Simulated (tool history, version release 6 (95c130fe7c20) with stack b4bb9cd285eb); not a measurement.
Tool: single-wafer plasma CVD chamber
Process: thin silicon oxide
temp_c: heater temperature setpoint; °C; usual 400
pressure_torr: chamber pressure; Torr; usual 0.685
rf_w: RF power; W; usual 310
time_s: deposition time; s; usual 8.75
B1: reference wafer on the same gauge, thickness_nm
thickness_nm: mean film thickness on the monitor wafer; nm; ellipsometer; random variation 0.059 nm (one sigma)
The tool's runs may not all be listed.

{"run": 1, "hour": 0.0, "temp_c": 388, "pressure_torr": 0.685, "rf_w": 310, "time_s": 8.75, "B1": 14.987, "thickness_nm": 13.262}
{"run": 2, "hour": 46.8, "temp_c": 388, "pressure_torr": 0.685, "rf_w": 310, "time_s": 8.75, "B1": 15.002, "thickness_nm": 13.232}
{"run": 3, "hour": 118.8, "temp_c": 400, "pressure_torr": 0.631, "rf_w": 310, "time_s": 8.75, "B1": 14.979, "thickness_nm": 12.117}
{"run": 4, "hour": 314.3, "temp_c": 400, "pressure_torr": 0.631, "rf_w": 310, "time_s": 8.75, "B1": 14.982, "thickness_nm": 11.999}
{"run": 5, "hour": 359.3, "temp_c": 400, "pressure_torr": 0.631, "rf_w": 310, "time_s": 8.75, "B1": 14.985, "thickness_nm": 11.858}
{"hour": 379.0, "done": "capacitance manometer re-zeroed and calibrated"}
{"run": 6, "hour": 408.6, "temp_c": 400, "pressure_torr": 0.685, "rf_w": 310, "time_s": 8.75, "B1": 15.017, "thickness_nm": 13.037}
{"hour": 418.6, "done": "showerhead replaced"}
{"run": 7, "hour": 463.2, "temp_c": 400, "pressure_torr": 0.685, "rf_w": 310, "time_s": 8.75, "B1": 15.004, "thickness_nm": 13.047}
{"run": 8, "hour": 505.4, "temp_c": 400, "pressure_torr": 0.685, "rf_w": 310, "time_s": 8.75, "B1": 15.002, "thickness_nm": 12.974}
{"run": 9, "hour": 553.9, "temp_c": 400, "pressure_torr": 0.685, "rf_w": 310, "time_s": 8.75, "B1": 14.992, "thickness_nm": 12.94}
{"run": 10, "hour": 615.9, "temp_c": 400, "pressure_torr": 0.685, "rf_w": 335, "time_s": 8.75, "B1": 14.987, "thickness_nm": 13.361}
{"run": 11, "hour": 662.0, "temp_c": 400, "pressure_torr": 0.685, "rf_w": 310, "time_s": 10.07, "B1": 14.992, "thickness_nm": 14.963}
{"run": 12, "hour": 692.0, "temp_c": 400, "pressure_torr": 0.685, "rf_w": 310, "time_s": 8.75, "B1": 15.006, "thickness_nm": 12.996}
{"run": 13, "hour": 746.9, "temp_c": 408, "pressure_torr": 0.685, "rf_w": 365, "time_s": 8.75, "B1": 15, "thickness_nm": 13.622}
{"hour": 810.0, "done": "thermocouple changed; heater temperature recalibrated"}
{"run": 14, "hour": 810.5, "temp_c": 404, "pressure_torr": 0.685, "rf_w": 265, "time_s": 8.75, "B1": 15.003, "thickness_nm": 12.124}
{"run": 15, "hour": 856.8, "temp_c": 400, "pressure_torr": 0.772, "rf_w": 310, "time_s": 10.4, "B1": 14.97, "thickness_nm": 17.178}
{"run": 16, "hour": 895.1, "temp_c": 400, "pressure_torr": 0.685, "rf_w": 310, "time_s": 8.75, "B1": 15.001, "thickness_nm": 12.869}
{"hour": 940.7, "done": "gauge calibrated"}
{"hour": 951.5, "done": "RF generator calibrated"}
{"run": 17, "hour": 960.8, "temp_c": 400, "pressure_torr": 0.685, "rf_w": 310, "time_s": 8.75, "B1": 14.999, "thickness_nm": 13.219}
{"run": 18, "hour": 1021.6, "temp_c": 400, "pressure_torr": 0.685, "rf_w": 310, "time_s": 8.75, "B1": 15.016, "thickness_nm": 13.233}
{"run": 19, "hour": 1059.2, "temp_c": 386, "pressure_torr": 0.685, "rf_w": 310, "time_s": 8.75, "B1": 15.003, "thickness_nm": 13.401}
{"run": 20, "hour": 1125.7, "temp_c": 392, "pressure_torr": 0.685, "rf_w": 310, "time_s": 7.07, "B1": 14.994, "thickness_nm": 10.677}
{"run": 21, "hour": 1170.4, "temp_c": 400, "pressure_torr": 0.632, "rf_w": 310, "time_s": 8.75, "B1": 14.991, "thickness_nm": 12.204}
{"run": 22, "hour": 1212.8, "temp_c": 394, "pressure_torr": 0.785, "rf_w": 350, "time_s": 7.17, "B1": 15.011, "thickness_nm": 12.932}
{"run": 23, "hour": 1238.4, "temp_c": 392, "pressure_torr": 0.685, "rf_w": 310, "time_s": 8.75, "B1": 15.005, "thickness_nm": 13.333}
{"run": 24, "hour": 1279.2, "temp_c": 400, "pressure_torr": 0.736, "rf_w": 310, "time_s": 10.44, "B1": 15, "thickness_nm": 17.013}
{"run": 25, "hour": 1330.9, "temp_c": 400, "pressure_torr": 0.685, "rf_w": 310, "time_s": 8.75, "B1": 15.008, "thickness_nm": 13.271}
{"run": 26, "hour": 1363.9, "temp_c": 396, "pressure_torr": 0.577, "rf_w": 275, "time_s": 7.04, "B1": 15.018, "thickness_nm": 8.479}
{"run": 27, "hour": 1393.4, "temp_c": 400, "pressure_torr": 0.685, "rf_w": 310, "time_s": 8.75, "B1": 14.982, "thickness_nm": 13.209}
{"run": 28, "hour": 1439.6, "temp_c": 392, "pressure_torr": 0.566, "rf_w": 310, "time_s": 10.33, "B1": 14.974, "thickness_nm": 12.886}

Forecast each of these 4 alternatives for the next run:
{"run": "A", "hour": 1440.0, "temp_c": 400, "pressure_torr": 0.685, "rf_w": 310, "time_s": 8.75, "B1": "?", "thickness_nm": "?"}
{"run": "B", "hour": 1440.0, "temp_c": 404, "pressure_torr": 0.842, "rf_w": 250, "time_s": 7.36, "B1": "?", "thickness_nm": "?"}
{"run": "C", "hour": 1440.0, "temp_c": 395, "pressure_torr": 0.742, "rf_w": 265, "time_s": 9.33, "B1": "?", "thickness_nm": "?"}
{"run": "D", "hour": 1440.0, "temp_c": 400, "pressure_torr": 0.618, "rf_w": 260, "time_s": 8.75, "B1": "?", "thickness_nm": "?"}

run=A B1=14.995 thickness_nm=13.205
run=B B1=14.995 thickness_nm=12.35
run=C B1=14.995 thickness_nm=14.356
run=D B1=14.995 thickness_nm=11.088
Without the tool's hidden state the same runs would have given:
run=A thickness_nm=13.236
run=B thickness_nm=12.383
run=C thickness_nm=14.394
run=D thickness_nm=11.117
